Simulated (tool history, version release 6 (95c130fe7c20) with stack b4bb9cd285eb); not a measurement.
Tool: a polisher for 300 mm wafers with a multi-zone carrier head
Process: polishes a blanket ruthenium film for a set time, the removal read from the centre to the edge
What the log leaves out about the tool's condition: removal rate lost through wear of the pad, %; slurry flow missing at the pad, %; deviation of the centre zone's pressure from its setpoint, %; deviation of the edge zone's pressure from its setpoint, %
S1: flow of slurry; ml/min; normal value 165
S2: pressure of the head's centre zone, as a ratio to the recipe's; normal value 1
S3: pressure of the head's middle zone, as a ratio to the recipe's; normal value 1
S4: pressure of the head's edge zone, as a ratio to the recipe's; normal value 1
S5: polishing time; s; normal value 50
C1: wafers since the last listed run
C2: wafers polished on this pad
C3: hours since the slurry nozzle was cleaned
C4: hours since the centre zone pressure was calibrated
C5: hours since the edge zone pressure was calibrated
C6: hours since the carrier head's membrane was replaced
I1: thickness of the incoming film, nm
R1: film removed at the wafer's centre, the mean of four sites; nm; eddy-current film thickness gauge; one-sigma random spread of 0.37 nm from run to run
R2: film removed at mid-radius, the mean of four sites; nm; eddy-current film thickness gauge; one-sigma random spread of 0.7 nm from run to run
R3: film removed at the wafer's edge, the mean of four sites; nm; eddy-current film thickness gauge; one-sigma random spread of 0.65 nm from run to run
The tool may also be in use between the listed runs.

run   hour   S1    S2    S3    S4  S5   C1    C2     C3      C4      C5      C6     I1    R1    R2    R3
  1      0  165     1     1     1  50    0   522  611.6  1275.1    1071  1375.4  476.9  56.5  49.9  49.2
  2   16.7  165     1     1  0.97  50  215   737  628.3  1291.8  1087.7  1392.1  481.9  55.3  50.2  49.4
  3   29.5  165     1     1  0.97  50  164   902  641.1  1304.6  1100.5  1404.9  478.3  55.2  50.1  49.4
  4   41.2  165     1     1     1  50  150  1052  652.8  1316.3  1112.2  1416.6  483.2  54.8  49.9  48.2
        50  -- worn pad replaced by a new one
      55.3  -- carrier head's membrane replaced by a new one
  5   55.8  165     1     1     1  50   72    10  667.4  1330.9  1126.8     0.5  479.2  57.1  49.9  50.9
      61.3  -- centre zone pressure recalibrated
  6   65.5  165     1     1     1  50   99   109  677.1     4.2  1136.5    10.2  471.7  51.5  50.4  49.5
      75.8  -- slurry nozzle cleaned
  7   78.2  165     1     1     1  50  150   260    2.4    16.9  1149.2    22.9  473.8  51.2  51.9  50.6
  8   92.3  165     1     1     1  50  181   442   16.5      31  1163.3      37  473.6  51.6  49.6  49.5
       106  -- edge zone pressure recalibrated
  9  108.2  165     1     1     1  50  179   621   32.4    46.9     2.2    52.9  483.7  49.6  50.2  48.5
 10  115.1  145  1.06   1.1     1  67   88   710   39.3    53.8     9.1    59.8    487  69.8  70.2  64.9
 11  122.4  185  0.92     1   0.9  42   94   804   46.6    61.1    16.4    67.1  483.7  38.6  40.8  39.2
 12  130.1  135  0.97     1     1  50   99   903   54.3    68.8    24.1    74.8  485.1  45.5  48.1  47.4
 13  147.3  205  1.08     1     1  50  221  1124   71.5      86    41.3      92  477.3  53.9  49.3  46.9
     159.6  -- worn pad replaced by a new one
 14  164.7  180  0.97     1     1  40  172    65   88.9   103.4    58.7   109.4  488.7  40.7  41.1  40.4
 15  176.1  165     1     1  1.11  41  146   211  100.3   114.8    70.1   120.8  478.4  42.2  41.7  43.4
 16  189.2  165     1     1     1  50  168   380  113.4   127.9    83.2   133.9  486.7  50.8  52.2  49.1
 17  200.9  205  1.08     1     1  50  150   531  125.1   139.6    94.9   145.6  479.6  56.7  51.5  52.1
 18  215.3  205  0.89  1.09     1  60  185   717  139.5     154   109.3     160  477.7  56.1  65.7  59.9
 19  226.2  165     1     1     1  56  140   857  150.4   164.9   120.2   170.9  484.8  56.1  54.6  54.6
 20  240.5  165     1     1     1  66  184  1041  164.7   179.2   134.5   185.2  480.9    66    65    65
 21  250.7  165     1     1     1  50  131  1173  174.9   189.4   144.7   195.4  480.7  48.9  47.7  48.4
 22  259.1  165  1.04     1  1.12  45  108  1281  183.3   197.8   153.1   203.8  487.1  44.9  42.5  45.4

5 options for the next run, each taken on its own from the tool as it stands now. Forecast them:
  A  259.5  165     1   1   1  50   5  1286  183.7  198.2  153.5  204.2  479.1   ?   ?   ?
  B  259.5  165  1.06   1   1  50   5  1286  183.7  198.2  153.5  204.2  479.1   ?   ?   ?
  C  259.5  165  0.96   1   1  50   5  1286  183.7  198.2  153.5  204.2  479.1   ?   ?   ?
  D  259.5  200     1   1   1  50   5  1286  183.7  198.2  153.5  204.2  479.1   ?   ?   ?
  E  259.5  200     1   1   1  40   5  1286  183.7  198.2  153.5  204.2  479.1   ?   ?   ?

run    R1    R2    R3
  A  48.1    47  45.3
  B    51    47  45.3
  C  46.2    47  45.3
  D  49.4  48.1  46.1
  E  39.5  38.5  36.9
With the hidden condition removed and each run's random variation left untouched, the same runs would have given:
run    R1    R2    R3
  A  51.4    51  49.1
  B  54.6  50.9  49.1
  C  49.4    51  49.1
  D  52.8  52.2    50
  E  42.3  41.8    40

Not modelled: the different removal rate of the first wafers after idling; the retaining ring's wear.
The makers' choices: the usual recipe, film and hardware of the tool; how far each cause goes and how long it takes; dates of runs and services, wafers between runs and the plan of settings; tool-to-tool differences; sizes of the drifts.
